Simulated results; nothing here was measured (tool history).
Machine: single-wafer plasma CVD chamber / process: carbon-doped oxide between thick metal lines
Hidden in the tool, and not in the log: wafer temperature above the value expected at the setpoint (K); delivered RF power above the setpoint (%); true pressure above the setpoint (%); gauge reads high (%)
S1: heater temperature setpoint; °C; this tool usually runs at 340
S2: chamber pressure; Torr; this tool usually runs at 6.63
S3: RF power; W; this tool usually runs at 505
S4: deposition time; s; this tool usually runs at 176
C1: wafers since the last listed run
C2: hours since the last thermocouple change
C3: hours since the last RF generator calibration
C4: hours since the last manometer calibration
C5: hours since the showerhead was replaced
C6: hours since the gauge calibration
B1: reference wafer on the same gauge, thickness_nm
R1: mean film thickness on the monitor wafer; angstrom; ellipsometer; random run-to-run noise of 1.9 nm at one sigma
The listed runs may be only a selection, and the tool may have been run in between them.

| run | hour | S1 | S2 | S3 | S4 | C1 | C2 | C3 | C4 | C5 | C6 | B1 | R1 |
|---|---|---|---|---|---|---|---|---|---|---|---|---|---|
| 1 | 0.0 | 340 | 6.63 | 505 | 176 | 0 | 2275.2 | 1570.7 | 1013.2 | 6247.0 | 457.1 | 963.580 | 8808.45 |
| 2 | 7.3 | 340 | 6.63 | 505 | 176 | 69 | 2282.5 | 1578.0 | 1020.5 | 6254.3 | 464.4 | 962.731 | 8763.85 |
| 3 | 18.0 | 340 | 6.63 | 505 | 176 | 101 | 2293.2 | 1588.7 | 1031.2 | 6265.0 | 475.1 | 963.277 | 8775.61 |
|  | 35.9 | RF generator calibrated |
| 4 | 36.4 | 340 | 6.63 | 505 | 149 | 98 | 2311.6 | 0.5 | 1049.6 | 6283.4 | 493.5 | 962.903 | 7754.12 |
| 5 | 41.1 | 340 | 6.63 | 505 | 149 | 44 | 2316.3 | 5.2 | 1054.3 | 6288.1 | 498.2 | 963.324 | 7764.17 |
| 6 | 49.1 | 340 | 6.63 | 505 | 149 | 75 | 2324.3 | 13.2 | 1062.3 | 6296.1 | 506.2 | 962.808 | 7749.41 |
| 7 | 58.6 | 340 | 6.63 | 505 | 176 | 89 | 2333.8 | 22.7 | 1071.8 | 6305.6 | 515.7 | 962.141 | 9134.47 |
| 8 | 65.5 | 340 | 6.63 | 505 | 176 | 65 | 2340.7 | 29.6 | 1078.7 | 6312.5 | 522.6 | 962.811 | 9148.76 |
|  | 74.3 | showerhead replaced |
| 9 | 74.8 | 340 | 6.63 | 505 | 176 | 12 | 2350.0 | 38.9 | 1088.0 | 0.5 | 531.9 | 962.878 | 9174.26 |
| 10 | 85.1 | 348 | 6.63 | 505 | 176 | 97 | 2360.3 | 49.2 | 1098.3 | 10.8 | 542.2 | 963.095 | 8928.76 |
| 11 | 101.5 | 340 | 6.63 | 505 | 176 | 155 | 2376.7 | 65.6 | 1114.7 | 27.2 | 558.6 | 963.479 | 9148.86 |
| 12 | 112.1 | 340 | 6.63 | 505 | 160 | 100 | 2387.3 | 76.2 | 1125.3 | 37.8 | 569.2 | 963.870 | 8320.82 |
| 13 | 119.6 | 340 | 8.15 | 505 | 194 | 70 | 2394.8 | 83.7 | 1132.8 | 45.3 | 576.7 | 963.413 | 10232.58 |
|  | 125.6 | gauge calibrated |
| 14 | 137.3 | 340 | 6.63 | 505 | 176 | 167 | 2412.5 | 101.4 | 1150.5 | 63.0 | 11.7 | 962.935 | 9113.73 |
| 15 | 146.3 | 336 | 6.63 | 505 | 176 | 85 | 2421.5 | 110.4 | 1159.5 | 72.0 | 20.7 | 962.188 | 9242.39 |
|  | 188.2 | capacitance manometer re-zeroed and calibrated |
| 16 | 188.7 | 340 | 6.05 | 420 | 200 | 325 | 2463.9 | 152.8 | 0.5 | 114.4 | 63.1 | 963.328 | 9020.56 |
|  | 197.6 | thermocouple changed; heater temperature recalibrated |
| 17 | 198.1 | 345 | 6.63 | 535 | 204 | 13 | 0.5 | 162.2 | 9.9 | 123.8 | 72.5 | 962.413 | 10815.00 |
| 18 | 204.9 | 331 | 8.23 | 555 | 204 | 64 | 7.3 | 169.0 | 16.7 | 130.6 | 79.3 | 963.116 | 11754.46 |
| 19 | 220.6 | 334 | 6.63 | 505 | 176 | 148 | 23.0 | 184.7 | 32.4 | 146.3 | 95.0 | 962.619 | 9294.37 |
| 20 | 230.6 | 349 | 5.40 | 565 | 176 | 94 | 33.0 | 194.7 | 42.4 | 156.3 | 105.0 | 963.417 | 9222.60 |
| 21 | 238.6 | 340 | 6.63 | 505 | 176 | 75 | 41.0 | 202.7 | 50.4 | 164.3 | 113.0 | 963.821 | 9117.64 |
| 22 | 244.7 | 340 | 6.63 | 530 | 176 | 57 | 47.1 | 208.8 | 56.5 | 170.4 | 119.1 | 962.973 | 9365.34 |
| 23 | 256.1 | 340 | 6.63 | 505 | 200 | 107 | 58.5 | 220.2 | 67.9 | 181.8 | 130.5 | 963.086 | 10352.51 |
| 24 | 268.3 | 340 | 6.63 | 505 | 147 | 115 | 70.7 | 232.4 | 80.1 | 194.0 | 142.7 | 962.851 | 7625.97 |
| 25 | 274.3 | 328 | 8.20 | 570 | 204 | 56 | 76.7 | 238.4 | 86.1 | 200.0 | 148.7 | 962.962 | 12002.64 |
| 26 | 280.7 | 326 | 5.47 | 505 | 143 | 60 | 83.1 | 244.8 | 92.5 | 206.4 | 155.1 | 963.274 | 7559.15 |
| 27 | 287.2 | 340 | 6.63 | 505 | 176 | 61 | 89.6 | 251.3 | 99.0 | 212.9 | 161.6 | 962.650 | 9112.20 |
| 28 | 299.6 | 340 | 6.63 | 505 | 176 | 117 | 102.0 | 263.7 | 111.4 | 225.3 | 174.0 | 963.126 | 9079.99 |
| 29 | 315.1 | 353 | 6.01 | 505 | 176 | 146 | 117.5 | 279.2 | 126.9 | 240.8 | 189.5 | 962.991 | 8641.82 |

For some of the steps in R1 from one run to the next: how much would appear even if the tool had no hidden state, given the settings, what came in and random variation, and how much remains for the hidden state plus any gauge scatter that the measured result and the result without hidden state don't share?
Run 3 -> 4: S4 176 -> 149, RF generator calibrated. R1 -1021.49 angstrom: hidden state +398.93, all else -1420.42.
Run 24 -> 25: S1 340 -> 328, S2 6.63 -> 8.20, S3 505 -> 570, S4 147 -> 204. R1 +4376.67 angstrom: hidden state -38.80, all else +4415.47.
Run 25 -> 26: S1 328 -> 326, S2 8.20 -> 5.47, S3 570 -> 505, S4 204 -> 143. R1 -4443.49 angstrom: hidden state +36.74, all else -4480.23.

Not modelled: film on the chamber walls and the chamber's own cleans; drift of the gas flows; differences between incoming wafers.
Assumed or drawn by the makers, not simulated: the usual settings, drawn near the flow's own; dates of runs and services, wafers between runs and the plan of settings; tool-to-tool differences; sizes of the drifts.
